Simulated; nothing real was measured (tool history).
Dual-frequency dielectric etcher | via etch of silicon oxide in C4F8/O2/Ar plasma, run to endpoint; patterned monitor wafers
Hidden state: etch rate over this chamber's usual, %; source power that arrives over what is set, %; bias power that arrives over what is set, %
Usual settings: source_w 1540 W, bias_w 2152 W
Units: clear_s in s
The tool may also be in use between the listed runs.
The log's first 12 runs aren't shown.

run,day,source_w,bias_w,wafers since the last listed run,hours since the last wet clean,hours since the last source power generator calibration,hours since the last bias power generator calibration,hours since the last upper electrode change,"incoming incoming film thickness, nm",clear_s
# day 5.446: bias power generator calibrated
13,5.467,1540,2152,42,10.9,51.8,0.5,5487.9,1072.6,236.4
14,5.842,1540,2152,68,19.9,60.8,9.5,5496.9,1080.8,234.4
15,6.371,1540,2152,96,32.6,73.5,22.2,5509.6,1087.1,237.3
16,6.692,1390,1773,58,40.3,81.2,29.9,5517.3,1064.4,251.9
17,7.2,1540,2152,93,52.5,93.4,42.1,5529.5,1079.9,234.4
18,7.933,1190,2297,134,70.1,111,59.7,5547.1,1074.4,247.6
19,9.092,1540,2152,212,97.9,138.8,87.5,5574.9,1085.6,238.7
20,10.108,1540,2489,186,122.3,163.2,111.9,5599.3,1070.1,226.8
# day 11.625: upper electrode replaced
21,11.646,1750,1707,98,159.2,200.1,148.8,0.5,1076.6,239.8
22,11.662,1540,1826,3,159.6,200.5,149.2,0.9,1081,246.7
23,11.883,1540,2152,40,164.9,205.8,154.5,6.2,1069.3,234.2
24,12.254,1760,2331,67,173.8,214.7,163.4,15.1,1080.4,219
25,12.662,1220,1997,74,183.6,224.5,173.2,24.9,1082.9,265.1
26,13.371,1540,2455,129,200.6,241.5,190.2,41.9,1062.3,221.4
27,13.867,1540,2152,90,212.5,253.4,202.1,53.8,1067.5,233.8
28,14.296,1330,1852,78,222.8,263.7,212.4,64.1,1076,260.3
29,14.604,1820,2152,56,230.2,271.1,219.8,71.5,1083.3,224.8
30,15.254,1740,1647,119,245.8,286.7,235.4,87.1,1071.9,244.3
31,15.583,1720,2152,60,253.7,294.6,243.3,95,1084.4,230.2
32,16.042,1700,1727,83,264.7,305.6,254.3,106,1080,241.5
33,16.483,1180,2152,80,275.3,316.2,264.9,116.6,1080.1,259.9
34,16.971,1540,2152,89,287,327.9,276.6,128.3,1092,238.4
35,17.308,1540,1905,61,295.1,336,284.7,136.4,1055.5,240.6

Forecast each of these 4 alternatives for the next run:
A,17.329,1540,1692,3,295.6,336.5,285.2,136.9,1081.4,?
B,17.329,1430,2326,3,295.6,336.5,285.2,136.9,1081.4,?
C,17.329,1680,2473,3,295.6,336.5,285.2,136.9,1081.4,?
D,17.329,1860,2152,3,295.6,336.5,285.2,136.9,1081.4,?

run,clear_s
A,254.9
B,237
C,220
D,221.7
Without the tool's hidden state the same runs would have given:
run,clear_s
A,254.9
B,237
C,220
D,221.7

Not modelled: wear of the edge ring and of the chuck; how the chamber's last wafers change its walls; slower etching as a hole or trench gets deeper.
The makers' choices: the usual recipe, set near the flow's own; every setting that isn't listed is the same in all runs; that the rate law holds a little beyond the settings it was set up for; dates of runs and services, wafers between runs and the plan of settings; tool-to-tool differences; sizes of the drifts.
